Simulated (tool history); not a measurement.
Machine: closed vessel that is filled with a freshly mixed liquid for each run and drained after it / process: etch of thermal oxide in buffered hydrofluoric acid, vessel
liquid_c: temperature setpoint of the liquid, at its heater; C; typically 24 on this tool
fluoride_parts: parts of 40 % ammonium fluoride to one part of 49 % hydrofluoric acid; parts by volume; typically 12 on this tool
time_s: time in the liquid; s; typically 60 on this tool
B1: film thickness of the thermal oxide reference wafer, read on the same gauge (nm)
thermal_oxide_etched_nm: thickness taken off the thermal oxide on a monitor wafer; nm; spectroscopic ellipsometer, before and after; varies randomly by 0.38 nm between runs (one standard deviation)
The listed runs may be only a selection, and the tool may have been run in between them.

run 1 hour=0 | liquid_c=20.5 fluoride_parts=12 time_s=60 | B1=120.05 | thermal_oxide_etched_nm=49.41
run 2 hour=17 | liquid_c=20.5 fluoride_parts=12 time_s=60 | B1=120.01 | thermal_oxide_etched_nm=49.03
run 3 hour=28.7 | liquid_c=20.5 fluoride_parts=12 time_s=60 | B1=120.03 | thermal_oxide_etched_nm=48.69
run 4 hour=37.6 | liquid_c=24 fluoride_parts=12 time_s=60 | B1=119.94 | thermal_oxide_etched_nm=58.86
run 5 hour=44.2 | liquid_c=24 fluoride_parts=12 time_s=60 | B1=120.02 | thermal_oxide_etched_nm=59.43
run 6 hour=56.5 | liquid_c=24 fluoride_parts=14 time_s=60 | B1=119.97 | thermal_oxide_etched_nm=51.4
run 7 hour=69.9 | liquid_c=24 fluoride_parts=14 time_s=60 | B1=120.02 | thermal_oxide_etched_nm=50.42
run 8 hour=82.5 | liquid_c=24 fluoride_parts=14 time_s=60 | B1=120 | thermal_oxide_etched_nm=50.92
run 9 hour=95.3 | liquid_c=24 fluoride_parts=12 time_s=70 | B1=119.98 | thermal_oxide_etched_nm=68.85
run 10 hour=111.1 | liquid_c=24 fluoride_parts=12 time_s=70 | B1=120.02 | thermal_oxide_etched_nm=69.54
run 11 hour=125.6 | liquid_c=24 fluoride_parts=12 time_s=60 | B1=120.01 | thermal_oxide_etched_nm=59.39
run 12 hour=143.7 | liquid_c=24 fluoride_parts=12 time_s=60 | B1=119.98 | thermal_oxide_etched_nm=58.37
run 13 hour=155.5 | liquid_c=24 fluoride_parts=12 time_s=80 | B1=120.01 | thermal_oxide_etched_nm=78.13
run 14 hour=169.1 | liquid_c=24 fluoride_parts=12 time_s=80 | B1=120.05 | thermal_oxide_etched_nm=78.82
-- hour=170.7 hydrofluoric acid flow meter replaced
run 15 hour=182.5 | liquid_c=25.5 fluoride_parts=13 time_s=60 | B1=119.99 | thermal_oxide_etched_nm=59.04
run 16 hour=194.8 | liquid_c=25.5 fluoride_parts=13 time_s=60 | B1=119.98 | thermal_oxide_etched_nm=58.2
run 17 hour=205.2 | liquid_c=24 fluoride_parts=12 time_s=60 | B1=120.01 | thermal_oxide_etched_nm=58.66
-- hour=216.8 thermometer replaced
run 18 hour=220.5 | liquid_c=20.5 fluoride_parts=12 time_s=60 | B1=120 | thermal_oxide_etched_nm=54.56
run 19 hour=227 | liquid_c=26 fluoride_parts=15.5 time_s=90 | B1=120.04 | thermal_oxide_etched_nm=85.21
run 20 hour=235.7 | liquid_c=19.5 fluoride_parts=9.5 time_s=40 | B1=119.98 | thermal_oxide_etched_nm=41.62
run 21 hour=242 | liquid_c=24 fluoride_parts=12 time_s=60 | B1=119.97 | thermal_oxide_etched_nm=65.15
run 22 hour=248.2 | liquid_c=25.5 fluoride_parts=7 time_s=35 | B1=120 | thermal_oxide_etched_nm=69.1
-- hour=253.8 gauge calibrated
run 23 hour=254.8 | liquid_c=19.5 fluoride_parts=16.5 time_s=60 | B1=120.01 | thermal_oxide_etched_nm=37.04
run 24 hour=269.6 | liquid_c=24 fluoride_parts=12 time_s=60 | B1=119.99 | thermal_oxide_etched_nm=66.08
run 25 hour=278.5 | liquid_c=24 fluoride_parts=12 time_s=60 | B1=119.99 | thermal_oxide_etched_nm=65.34
run 26 hour=296.3 | liquid_c=27.5 fluoride_parts=12 time_s=60 | B1=119.99 | thermal_oxide_etched_nm=78.98
run 27 hour=311.4 | liquid_c=21 fluoride_parts=12 time_s=60 | B1=119.99 | thermal_oxide_etched_nm=54.29
run 28 hour=318.8 | liquid_c=24 fluoride_parts=15.5 time_s=70 | B1=120 | thermal_oxide_etched_nm=58.74
run 29 hour=326.1 | liquid_c=24 fluoride_parts=12 time_s=30 | B1=119.99 | thermal_oxide_etched_nm=32.54
run 30 hour=342.9 | liquid_c=25.5 fluoride_parts=12 time_s=60 | B1=119.98 | thermal_oxide_etched_nm=69.98
run 31 hour=349.5 | liquid_c=28.5 fluoride_parts=7.5 time_s=45 | B1=120.01 | thermal_oxide_etched_nm=96.03
run 32 hour=360.2 | liquid_c=24 fluoride_parts=12 time_s=60 | B1=120 | thermal_oxide_etched_nm=64.09

Had the tool no unlogged condition, and each run kept its random variation, what would the results have been?
The tool's hidden condition here consists of: liquid colder than its thermometer reads (K); hydrofluoric acid flow above the setpoint (%); gauge reads high (%).
run=1 thermal_oxide_etched_nm=55.57
run=2 thermal_oxide_etched_nm=55.24
run=3 thermal_oxide_etched_nm=54.92
run=4 thermal_oxide_etched_nm=66.24
run=5 thermal_oxide_etched_nm=66.91
run=6 thermal_oxide_etched_nm=57.95
run=7 thermal_oxide_etched_nm=56.9
run=8 thermal_oxide_etched_nm=57.57
run=9 thermal_oxide_etched_nm=77.92
run=10 thermal_oxide_etched_nm=78.79
run=11 thermal_oxide_etched_nm=67.39
run=12 thermal_oxide_etched_nm=66.34
run=13 thermal_oxide_etched_nm=88.86
run=14 thermal_oxide_etched_nm=89.79
run=15 thermal_oxide_etched_nm=67.25
run=16 thermal_oxide_etched_nm=66.36
run=17 thermal_oxide_etched_nm=67.05
run=18 thermal_oxide_etched_nm=55.76
run=19 thermal_oxide_etched_nm=87.07
run=20 thermal_oxide_etched_nm=42.62
run=21 thermal_oxide_etched_nm=66.7
run=22 thermal_oxide_etched_nm=70.76
run=23 thermal_oxide_etched_nm=38
run=24 thermal_oxide_etched_nm=67.8
run=25 thermal_oxide_etched_nm=67.11
run=26 thermal_oxide_etched_nm=81.16
run=27 thermal_oxide_etched_nm=55.95
run=28 thermal_oxide_etched_nm=60.54
run=29 thermal_oxide_etched_nm=33.55
run=30 thermal_oxide_etched_nm=72.26
run=31 thermal_oxide_etched_nm=99.13
run=32 thermal_oxide_etched_nm=66.3
